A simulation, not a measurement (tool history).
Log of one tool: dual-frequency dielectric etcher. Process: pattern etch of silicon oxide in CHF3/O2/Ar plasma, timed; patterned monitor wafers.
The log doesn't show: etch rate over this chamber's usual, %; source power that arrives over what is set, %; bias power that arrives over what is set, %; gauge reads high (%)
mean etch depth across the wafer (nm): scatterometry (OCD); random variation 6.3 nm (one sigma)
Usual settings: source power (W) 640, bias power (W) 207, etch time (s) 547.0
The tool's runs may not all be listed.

run,hour,source power (W),bias power (W),etch time (s),wafers since the last listed run,hours since the last wet clean,hours since the last source power generator calibration,hours since the last bias power generator calibration,hours since the last upper electrode change,hours since the gauge calibration,"read-back reference wafer on the same gauge, depth_nm",mean etch depth across the wafer (nm)
1,0.0,640,207,547.0,0,509.6,3111.8,1899.3,4689.0,707.0,1100.2,1172.1
# hour 47.2: wet clean of the chamber
2,47.7,640,207,547.0,51,0.5,3159.5,1947.0,4736.7,754.7,1099.7,1170.6
3,75.2,640,207,547.0,59,28.0,3187.0,1974.5,4764.2,782.2,1099.3,1166.1
4,113.8,640,207,547.0,83,66.6,3225.6,2013.1,4802.8,820.8,1099.8,1163.0
5,166.4,640,207,547.0,113,119.2,3278.2,2065.7,4855.4,873.4,1100.3,1161.4
6,215.8,640,207,547.0,106,168.6,3327.6,2115.1,4904.8,922.8,1099.6,1178.4
7,308.4,640,207,663.5,200,261.2,3420.2,2207.7,4997.4,1015.4,1101.6,1424.6
8,353.7,600,207,547.0,97,306.5,3465.5,2253.0,5042.7,1060.7,1100.2,1136.8
9,426.1,600,207,547.0,156,378.9,3537.9,2325.4,5115.1,1133.1,1099.6,1129.7
10,513.4,640,207,547.0,188,466.2,3625.2,2412.7,5202.4,1220.4,1102.0,1168.0
11,581.5,640,207,547.0,147,534.3,3693.3,2480.8,5270.5,1288.5,1101.2,1167.8
# hour 606.3: wet clean of the chamber
12,635.8,640,207,547.0,65,29.5,3747.6,2535.1,5324.8,1342.8,1100.5,1168.4
# hour 641.3: gauge calibrated
13,710.4,560,207,547.0,161,104.1,3822.2,2609.7,5399.4,69.1,1100.8,1077.6
14,756.4,640,207,547.0,99,150.1,3868.2,2655.7,5445.4,115.1,1100.3,1166.2
15,826.2,520,192,434.0,150,219.9,3938.0,2725.5,5515.2,184.9,1099.8,796.1
# hour 880.1: upper electrode replaced
16,890.1,550,250,429.0,86,283.8,4001.9,2789.4,10.0,248.8,1101.7,899.7
17,934.7,640,235,709.5,96,328.4,4046.5,2834.0,54.6,293.4,1098.9,1583.9
# hour 1092.8: bias power generator calibrated
18,1119.1,580,207,425.5,390,512.8,4230.9,26.3,239.0,477.8,1100.5,851.2
# hour 1149.8: wet clean of the chamber
19,1185.3,680,207,598.0,91,35.5,4297.1,92.5,305.2,544.0,1099.7,1322.4
20,1243.5,500,188,474.5,125,93.7,4355.3,150.7,363.4,602.2,1099.7,844.8
# hour 1263.8: source power generator calibrated
21,1321.2,640,207,547.0,159,171.4,57.4,228.4,441.1,679.9,1100.5,1164.2
22,1408.5,590,232,396.5,188,258.7,144.7,315.7,528.4,767.2,1098.5,843.7
23,1451.6,680,207,389.0,93,301.8,187.8,358.8,571.5,810.3,1099.0,852.2
24,1531.1,640,207,429.5,171,381.3,267.3,438.3,651.0,889.8,1100.0,921.6
25,1625.9,640,207,547.0,205,476.1,362.1,533.1,745.8,984.6,1099.7,1155.1
26,1703.3,640,207,547.0,167,553.5,439.5,610.5,823.2,1062.0,1099.3,1169.4
# hour 1739.2: wet clean of the chamber
27,1791.9,640,207,547.0,139,52.7,528.1,699.1,911.8,1150.6,1100.9,1163.3
28,1894.7,520,224,588.0,222,155.5,630.9,801.9,1014.6,1253.4,1100.6,1149.2

What the log doesn't show, run by run:
etch rate over this chamber's usual, %: 0 in every run
source power that arrives over what is set, %: 0 in every run
bias power that arrives over what is set, %: 0 in every run
gauge reads high (%): 0 in every run

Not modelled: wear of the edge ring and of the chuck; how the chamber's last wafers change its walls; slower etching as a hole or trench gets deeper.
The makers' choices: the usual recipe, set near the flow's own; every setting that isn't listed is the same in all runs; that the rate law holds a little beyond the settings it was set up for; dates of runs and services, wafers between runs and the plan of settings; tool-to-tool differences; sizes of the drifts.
